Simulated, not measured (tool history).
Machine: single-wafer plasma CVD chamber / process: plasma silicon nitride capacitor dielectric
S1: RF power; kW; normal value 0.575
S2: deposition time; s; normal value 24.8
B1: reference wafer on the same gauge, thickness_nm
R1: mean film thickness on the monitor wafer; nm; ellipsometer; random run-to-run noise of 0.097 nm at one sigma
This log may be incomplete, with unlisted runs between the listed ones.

| run | hour | S1 | S2 | B1 | R1 |
|---|---|---|---|---|---|
| 1 | 0 | 0.575 | 24.8 | 42.399 | 39.932 |
| 2 | 54.7 | 0.575 | 24.8 | 42.42 | 40.072 |
| 3 | 104.5 | 0.495 | 27 | 42.412 | 40.1 |
| 4 | 336.3 | 0.495 | 27 | 42.393 | 39.933 |
| 5 | 655.6 | 0.505 | 24.8 | 42.412 | 37.371 |
| 6 | 713.5 | 0.505 | 24.8 | 42.397 | 37.329 |
|  | 752.2 | showerhead replaced |
|  | 920.4 | gauge calibrated |
| 7 | 998.3 | 0.575 | 24.8 | 42.413 | 39.808 |
|  | 1051.6 | RF generator calibrated |
| 8 | 1064.5 | 0.575 | 24.8 | 42.384 | 39.811 |
| 9 | 1118.6 | 0.575 | 24.8 | 42.398 | 39.871 |
| 10 | 1170.8 | 0.51 | 27 | 42.386 | 40.694 |
| 11 | 1259.4 | 0.54 | 24.8 | 42.407 | 38.629 |
| 12 | 1318.8 | 0.465 | 24.8 | 42.38 | 35.422 |
| 13 | 1365.4 | 0.675 | 22 | 42.384 | 38.203 |
| 14 | 1451.7 | 0.515 | 24.8 | 42.402 | 37.757 |
| 15 | 1642.9 | 0.665 | 23.4 | 42.417 | 40.415 |

Run 16 comes next. What will it give?
| 16 | 1711.6 | 0.505 | 22.2 | ? | ? |

Run 16 yielded B1 42.388, R1 33.302 nm.
With no hidden state in the tool, this same run would have given R1 33.302 nm.

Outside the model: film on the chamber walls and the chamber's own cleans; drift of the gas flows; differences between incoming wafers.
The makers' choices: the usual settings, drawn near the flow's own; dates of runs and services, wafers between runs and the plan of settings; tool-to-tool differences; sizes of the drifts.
